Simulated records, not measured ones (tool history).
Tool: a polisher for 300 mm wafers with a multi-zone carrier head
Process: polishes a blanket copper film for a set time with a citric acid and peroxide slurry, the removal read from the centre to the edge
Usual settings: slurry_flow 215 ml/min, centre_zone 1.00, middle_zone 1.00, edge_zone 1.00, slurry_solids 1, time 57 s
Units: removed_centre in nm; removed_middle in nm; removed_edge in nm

run    day  slurry_flow  centre_zone  middle_zone  edge_zone  slurry_solids  time  wafers since the last listed run  wafers polished on this pad  hours since the slurry nozzle was cleaned  hours since the centre zone pressure was calibrated  hours since the edge zone pressure was calibrated  hours since the carrier head's membrane was replaced  incoming thickness of the incoming film, nm  removed_centre  removed_middle  removed_edge
  1  0.000          185         1.00         1.00       0.90              1    57                                 0                         1417                                      749.6                                                 72.1                                               42.7                                                 160.5                                        810.9           147.4           143.3         140.9
     0.688  -- slurry nozzle cleaned
     0.846  -- worn pad replaced by a new one
  2  2.300          170         1.00         1.05       0.96              1    44                               306                          212                                       38.7                                                127.3                                               97.9                                                 215.7                                        821.7           112.6           113.0         112.1
  3  3.254          215         1.00         0.89       0.97              1    57                               139                          352                                       61.6                                                150.2                                              120.8                                                 238.6                                        834.5           153.0           132.4         146.6
  4  4.329          215         1.08         1.00       1.00              1    74                               157                          509                                       87.4                                                176.0                                              146.6                                                 264.4                                        813.0           208.9           186.8         193.8
  5  4.996          215         1.00         1.00       0.95              1    67                                97                          606                                      103.4                                                192.0                                              162.6                                                 280.4                                        817.2           175.4           169.5         173.4
  6  5.692          215         0.88         1.00       1.00              1    57                               101                          708                                      120.1                                                208.7                                              179.3                                                 297.1                                        806.4           133.4           145.8         145.0
  7  6.392          215         0.94         1.08       0.88              1    57                               102                          811                                      136.9                                                225.5                                              196.1                                                 313.9                                        820.4           143.0           153.2         139.7
  8  6.992          160         1.00         1.00       0.89              1    57                                87                          898                                      151.3                                                239.9                                              210.5                                                 328.3                                        826.7           146.2           141.0         141.6
  9  7.912          215         1.00         1.00       1.04              1    57                               134                         1033                                      173.4                                                262.0                                              232.6                                                 350.4                                        806.4           149.4           144.9         147.7
 10  8.721          215         1.00         1.00       1.00              1    57                               118                         1151                                      192.8                                                281.4                                              252.0                                                 369.8                                        828.8           149.4           143.5         148.3
 11  9.821          275         0.91         1.00       0.88              1    43                               160                         1312                                      219.2                                                307.8                                              278.4                                                 396.2                                        813.9           104.8           112.4         106.5

The next listed run, before its measurement:
     10.333  -- worn pad replaced by a new one
 12  10.988          215         1.00         1.00       1.00              1    57                               146                           95                                      247.2                                                335.8                                              306.4                                                 424.2                                        812.6               ?               ?             ?

removed_centre: 149.4 nm
removed_middle: 144.6 nm
removed_edge: 146.7 nm
Without the tool's hidden state the same run would have given removed_centre 151.9 nm, removed_middle 144.6 nm, removed_edge 146.7 nm.
